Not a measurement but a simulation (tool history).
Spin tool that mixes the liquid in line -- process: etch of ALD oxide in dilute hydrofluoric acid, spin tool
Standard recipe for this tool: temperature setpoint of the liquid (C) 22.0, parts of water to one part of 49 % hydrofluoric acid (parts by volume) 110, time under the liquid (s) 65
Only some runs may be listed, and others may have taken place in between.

run,day,temperature setpoint of the liquid (C),parts of water to one part of 49 % hydrofluoric acid (parts by volume),time under the liquid (s),wafers since the last listed run,hours since the thermometer was replaced,hours since the hydrofluoric acid flow meter was replaced,hours since the gauge calibration,"read-back film thickness of the ALD oxide reference wafer, read on the same gauge (nm)",thickness taken off the ALD oxide on a monitor wafer (Å)
1,0.000,22.0,110,50,0,538.8,655.2,156.3,129.55,89.9
# day 1.654: hydrofluoric acid flow meter replaced
2,1.871,22.0,110,50,380,583.7,5.2,201.2,129.34,90.8
3,3.354,22.0,110,50,308,619.3,40.8,236.8,129.13,91.0
4,5.462,22.0,110,90,438,669.9,91.4,287.4,128.84,163.2
5,7.133,25.0,110,65,347,710.0,131.5,327.5,128.65,131.6
6,9.725,25.0,110,65,539,772.2,193.7,389.7,128.35,130.5
7,12.058,22.0,110,65,485,828.2,249.7,445.7,128.00,115.8
8,13.792,22.0,110,65,360,869.8,291.3,487.3,127.81,117.4
9,15.583,22.0,110,40,372,912.8,334.3,530.3,127.62,70.7
10,17.179,24.0,110,65,332,951.1,372.6,568.6,127.41,125.0
11,19.758,24.0,110,65,536,1013.0,434.5,630.5,127.10,125.1
12,21.712,26.0,150,65,406,1059.9,481.4,677.4,126.88,94.0
13,23.946,17.5,110,65,464,1113.5,535.0,731.0,126.56,94.9
14,25.483,22.0,110,50,320,1150.4,571.9,767.9,126.34,87.6
15,26.592,24.0,55,65,230,1177.0,598.5,794.5,126.20,264.1
# day 27.208: gauge calibrated
# day 30.017: hydrofluoric acid flow meter replaced
16,32.104,20.5,70,105,1138,1309.3,50.1,117.5,128.86,292.0
# day 34.117: thermometer replaced
17,35.042,25.0,65,50,602,22.2,120.6,188.0,128.51,181.5
18,36.788,22.0,60,65,363,64.1,162.5,229.9,128.34,229.1
19,39.446,17.0,110,65,553,127.9,226.3,293.7,127.94,94.6
20,40.533,22.0,110,50,226,154.0,252.4,319.8,127.79,88.6
21,43.492,18.5,90,50,615,225.0,323.4,390.8,127.47,97.0
22,45.946,24.0,140,40,510,283.9,382.3,449.7,127.12,59.1

Take each entry between the runs: how does the hidden state at the last listed run before it differ from the hidden state at the first listed run after it?
Between runs 1 and 2: hydrofluoric acid flow meter replaced (day 1.654)
  gauge reads high (%): -0.347 -> -0.526
  measured less the result without the state, thickness taken off the ALD oxide on a monitor wafer (Å): -0.3 -> -0.5
Between runs 15 and 16: gauge calibrated (day 27.208); hydrofluoric acid flow meter replaced (day 30.017)
  gauge reads high (%): -2.9 -> -0.875
  measured less the result without the state, thickness taken off the ALD oxide on a monitor wafer (Å): -7.9 -> -2.6
Between runs 16 and 17: thermometer replaced (day 34.117)
  gauge reads high (%): -0.875 -> -1.16
  measured less the result without the state, thickness taken off the ALD oxide on a monitor wafer (Å): -2.6 -> -2.1

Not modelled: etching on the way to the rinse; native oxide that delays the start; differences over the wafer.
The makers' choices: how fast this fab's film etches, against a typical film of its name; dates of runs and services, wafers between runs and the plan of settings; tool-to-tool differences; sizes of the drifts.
